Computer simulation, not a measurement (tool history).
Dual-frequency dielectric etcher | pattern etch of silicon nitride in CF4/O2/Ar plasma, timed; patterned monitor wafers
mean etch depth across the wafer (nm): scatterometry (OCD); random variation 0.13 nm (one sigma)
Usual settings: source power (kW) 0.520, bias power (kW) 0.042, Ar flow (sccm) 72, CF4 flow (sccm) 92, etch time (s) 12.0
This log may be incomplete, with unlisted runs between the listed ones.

run	day	source power (kW)	bias power (kW)	Ar flow (sccm)	CF4 flow (sccm)	etch time (s)	wafers since the last listed run	hours since the last wet clean	hours since the last source power generator calibration	hours since the last bias power generator calibration	hours since the last Ar flow controller change	hours since the last CF4 flow controller change	hours since the last upper electrode change	hours since the gauge calibration	read-back reference wafer on the same gauge, depth_nm	mean etch depth across the wafer (nm)
1	0.000	0.590	0.042	72	92	12.0	0	251.8	124.4	101.7	5455.8	109.8	5594.0	116.7	27.71	27.96
2	1.421	0.590	0.042	72	92	12.0	434	285.9	158.5	135.8	5489.9	143.9	5628.1	150.8	27.69	27.72
# day 4.304: upper electrode replaced, of another model than before
3	4.421	0.520	0.042	72	92	12.0	611	357.9	230.5	207.8	5561.9	215.9	2.8	222.8	27.71	25.08
4	6.533	0.520	0.036	72	92	14.5	646	408.6	281.2	258.5	5612.6	266.6	53.5	273.5	27.68	29.25
# day 7.979: wet clean of the chamber
5	8.000	0.520	0.042	83	92	12.0	142	0.5	316.4	293.7	5647.8	301.8	88.7	308.7	27.72	23.95
6	8.867	0.520	0.042	72	92	12.0	265	21.3	337.2	314.5	5668.6	322.6	109.5	329.5	27.70	23.92
7	10.250	0.520	0.042	72	92	12.0	423	54.5	370.4	347.7	5701.8	355.8	142.7	362.7	27.70	24.23
8	12.100	0.520	0.042	64	92	12.0	565	98.9	414.8	392.1	5746.2	400.2	187.1	407.1	27.73	24.47
9	13.758	0.520	0.045	72	92	13.0	507	138.7	454.6	431.9	5786.0	440.0	226.9	446.9	27.71	26.84
# day 15.646: Ar flow controller replaced
10	15.683	0.420	0.033	72	92	9.0	512	184.9	500.8	478.1	0.9	486.2	273.1	493.1	27.70	15.21
11	17.083	0.520	0.042	84	82	12.0	428	218.5	534.4	511.7	34.5	519.8	306.7	526.7	27.70	23.79
12	19.500	0.520	0.042	72	92	12.0	739	276.5	592.4	569.7	92.5	577.8	364.7	584.7	27.65	24.57
13	20.800	0.520	0.051	78	92	13.0	397	307.7	623.6	600.9	123.7	609.0	395.9	615.9	27.67	27.60
14	23.429	0.520	0.042	72	92	12.0	804	370.8	686.7	664.0	186.8	672.1	459.0	679.0	27.71	24.76
15	25.067	0.520	0.050	83	112	13.5	500	410.1	726.0	703.3	226.1	711.4	498.3	718.3	27.68	29.58
# day 26.817: wet clean of the chamber
16	28.033	0.520	0.042	78	106	12.0	601	29.2	797.2	774.5	297.3	782.6	569.5	789.5	27.73	24.59
17	30.658	0.400	0.037	72	86	14.0	803	92.2	860.2	837.5	360.3	845.6	632.5	852.5	27.70	23.37
18	31.817	0.550	0.042	72	92	12.0	354	120.0	888.0	865.3	388.1	873.4	660.3	880.3	27.68	25.35
19	34.400	0.520	0.048	84	92	12.0	790	182.0	950.0	927.3	450.1	935.4	722.3	942.3	27.68	24.64
20	36.429	0.520	0.038	72	77	10.0	620	230.7	998.7	976.0	498.8	984.1	771.0	991.0	27.74	19.58
21	38.725	0.520	0.042	72	92	10.5	702	285.8	1053.8	1031.1	553.9	1039.2	826.1	1046.1	27.69	21.73

Hidden state, per run?
source power that arrives over what is set, %: 0 at every run
bias power that arrives over what is set, %: 0 at every run
Ar flow that arrives over what is set, %: 0 at every run
CF4 flow that arrives over what is set, %: 0 at every run
gauge reads high (%): 0 at every run
H1: etch rate over this chamber's usual, %
run	H1
1	2.59
2	2.92
3	3.63
4	4.12
5	0.102
6	0.304
7	0.627
8	1.06
9	1.45
10	1.9
11	2.22
12	2.79
13	3.09
14	3.71
15	4.09
16	0.786
17	1.4
18	1.67
19	2.27
20	2.75
21	3.28

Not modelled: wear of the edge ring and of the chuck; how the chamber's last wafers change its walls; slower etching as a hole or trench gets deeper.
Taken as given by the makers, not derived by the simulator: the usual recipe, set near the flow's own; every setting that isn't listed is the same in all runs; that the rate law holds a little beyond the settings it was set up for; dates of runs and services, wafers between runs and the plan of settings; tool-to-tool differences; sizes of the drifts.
